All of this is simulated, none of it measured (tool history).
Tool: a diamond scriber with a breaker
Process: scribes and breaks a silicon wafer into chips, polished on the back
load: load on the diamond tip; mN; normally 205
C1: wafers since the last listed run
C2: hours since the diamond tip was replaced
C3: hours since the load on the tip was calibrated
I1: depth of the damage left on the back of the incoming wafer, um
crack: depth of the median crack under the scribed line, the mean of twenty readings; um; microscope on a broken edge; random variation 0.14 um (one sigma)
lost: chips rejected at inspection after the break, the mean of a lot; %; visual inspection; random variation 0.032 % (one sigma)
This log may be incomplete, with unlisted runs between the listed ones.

Run 1, hour 0.0: usual settings; C1 0; C2 138.9; C3 275.3; I1 0.01. Result: crack 9.25 um, lost 2.47 %.
Run 2, hour 19.7: usual settings; C1 95; C2 158.6; C3 295.0; I1 0.04. Result: crack 9.21 um, lost 2.55 %.
Run 3, hour 54.0: usual settings but load 232 mN; C1 165; C2 192.9; C3 329.3; I1 0.05. Result: crack 10.11 um, lost 1.05 %.
At hour 68.5: diamond tip replaced by a new one.
Run 4, hour 80.4: usual settings; C1 117; C2 11.9; C3 355.7; I1 0.05. Result: crack 10.32 um, lost 0.82 %.
Run 5, hour 103.0: usual settings but load 228 mN; C1 109; C2 34.5; C3 378.3; I1 0.02. Result: crack 11.10 um, lost 0.85 %.
Run 6, hour 138.8: usual settings; C1 172; C2 70.3; C3 414.1; I1 0.02. Result: crack 9.83 um, lost 1.67 %.
Run 7, hour 151.6: usual settings; C1 61; C2 83.1; C3 426.9; I1 0.03. Result: crack 9.66 um, lost 1.88 %.
Run 8, hour 185.6: usual settings; C1 164; C2 117.1; C3 460.9; I1 0.04. Result: crack 9.66 um, lost 2.21 %.
Run 9, hour 207.4: usual settings; C1 105; C2 138.9; C3 482.7; I1 0.05. Result: crack 9.37 um, lost 2.43 %.
Run 10, hour 231.5: usual settings; C1 116; C2 163.0; C3 506.8; I1 0.04. Result: crack 9.43 um, lost 2.50 %.
Run 11, hour 247.9: usual settings; C1 79; C2 179.4; C3 523.2; I1 0.01. Result: crack 9.30 um, lost 2.71 %.
Run 12, hour 280.9: usual settings; C1 159; C2 212.4; C3 556.2; I1 0.02. Result: crack 9.19 um, lost 2.79 %.
Run 13, hour 293.1: usual settings but load 190 mN; C1 58; C2 224.6; C3 568.4; I1 0.02. Result: crack 8.86 um, lost 4.64 %.
Run 14, hour 315.0: usual settings but load 190 mN; C1 105; C2 246.5; C3 590.3; I1 0.04. Result: crack 8.66 um, lost 4.79 %.
At hour 338.6: diamond tip replaced by a new one.
Run 15, hour 338.9: usual settings but load 190 mN; C1 105; C2 0.3; C3 614.2; I1 0.04. Result: crack 10.05 um, lost 1.32 %.
Run 16, hour 363.7: usual settings but load 169 mN; C1 119; C2 25.1; C3 639.0; I1 0.01. Result: crack 8.78 um, lost 4.85 %.
Run 17, hour 376.9: usual settings but load 169 mN; C1 63; C2 38.3; C3 652.2; I1 0.02. Result: crack 8.49 um, lost 5.19 %.
Run 18, hour 400.6: usual settings but load 169 mN; C1 114; C2 62.0; C3 675.9; I1 0.02. Result: crack 8.29 um, lost 6.02 %.
Run 19, hour 428.7: usual settings; C1 135; C2 90.1; C3 704.0; I1 0.01. Result: crack 9.42 um, lost 2.09 %.
Run 20, hour 463.5: usual settings; C1 167; C2 124.9; C3 738.8; I1 0.03. Result: crack 9.19 um, lost 2.80 %.
Run 21, hour 482.8: usual settings; C1 93; C2 144.2; C3 758.1; I1 0.01. Result: crack 9.19 um, lost 2.80 %.
Run 22, hour 504.5: usual settings; C1 104; C2 165.9; C3 779.8; I1 0.03. Result: crack 8.91 um, lost 2.92 %.
Run 23, hour 524.6: usual settings but load 164 mN; C1 96; C2 186.0; C3 799.9; I1 0.04. Result: crack 7.93 um, lost 10.39 %.
At hour 540.0: load on the tip recalibrated.
Run 24, hour 542.8: usual settings but load 150 mN; C1 78; C2 204.2; C3 2.8; I1 0.01. Result: crack 7.18 um, lost 14.76 %.
At hour 563.3: diamond tip replaced by a new one.
Run 25, hour 575.1: usual settings but load 161 mN; C1 146; C2 11.8; C3 35.1; I1 0.02. Result: crack 8.79 um, lost 4.64 %.
Run 26, hour 609.3: usual settings but load 167 mN; C1 165; C2 46.0; C3 69.3; I1 0.01. Result: crack 8.63 um, lost 5.64 %.
Run 27, hour 628.5: usual settings but load 227 mN; C1 92; C2 65.2; C3 88.5; I1 0.02. Result: crack 10.47 um, lost 0.81 %.
Run 28, hour 649.9: usual settings but load 184 mN; C1 103; C2 86.6; C3 109.9; I1 0.03. Result: crack 9.08 um, lost 4.08 %.
Run 29, hour 674.4: usual settings but load 246 mN; C1 118; C2 111.1; C3 134.4; I1 0.04. Result: crack 10.68 um, lost 0.81 %.
Run 30, hour 706.1: usual settings but load 174 mN; C1 152; C2 142.8; C3 166.1; I1 0.02. Result: crack 8.31 um, lost 6.54 %.
Run 31, hour 723.4: usual settings but load 259 mN; C1 83; C2 160.1; C3 183.4; I1 0.05. Result: crack 11.08 um, lost 0.89 %.
Run 32, hour 749.7: usual settings but load 172 mN; C1 126; C2 186.4; C3 209.7; I1 0.02. Result: crack 8.08 um, lost 7.91 %.
Run 33, hour 775.2: usual settings but load 183 mN; C1 123; C2 211.9; C3 235.2; I1 0.04. Result: crack 8.43 um, lost 5.98 %.
Run 34, hour 798.5: usual settings but load 144 mN; C1 112; C2 235.2; C3 258.5; I1 0.03. Result: crack 7.09 um, lost 16.68 %.
At hour 817.6: diamond tip replaced by a new one.
Run 35, hour 818.1: usual settings; C1 84; C2 0.5; C3 278.1; I1 0.02. Result: crack 10.15 um, lost 0.87 %.
Run 36, hour 830.9: usual settings but load 248 mN; C1 61; C2 13.3; C3 290.9; I1 0.01. Result: crack 11.34 um, lost 1.49 %.
Run 37, hour 859.1: usual settings but load 165 mN; C1 136; C2 41.5; C3 319.1; I1 0.02. Result: crack 8.31 um, lost 6.62 %.
Run 38, hour 872.8: usual settings but load 234 mN; C1 66; C2 55.2; C3 332.8; I1 0.04. Result: crack 10.48 um, lost 0.81 %.
Run 39, hour 969.7: usual settings but load 226 mN; C1 467; C2 152.1; C3 429.7; I1 0.04. Result: crack 9.91 um, lost 1.60 %.
Run 40, hour 989.0: usual settings but load 164 mN; C1 93; C2 171.4; C3 449.0; I1 0.02. Result: crack 7.76 um, lost 10.74 %.

3 options for the next run, each taken on its own from the tool as it stands now. Forecast them:
Run A, hour 989.5: usual settings; C1 2; C2 171.9; C3 449.5; I1 0.01. Result: crack ?, lost ?.
Run B, hour 989.5: usual settings but load 258 mN; C1 2; C2 171.9; C3 449.5; I1 0.01. Result: crack ?, lost ?.
Run C, hour 989.5: usual settings but load 235 mN; C1 2; C2 171.9; C3 449.5; I1 0.01. Result: crack ?, lost ?.

run  crack  lost
  A   9.07  3.41
  B  10.66  0.77
  C   9.99  1.22
The same runs, with their run-to-run variation unchanged, on a tool lacking any hidden condition would have given:
run  crack  lost
  A  10.68  0.77
  B  12.56  3.35
  C  11.76  1.69
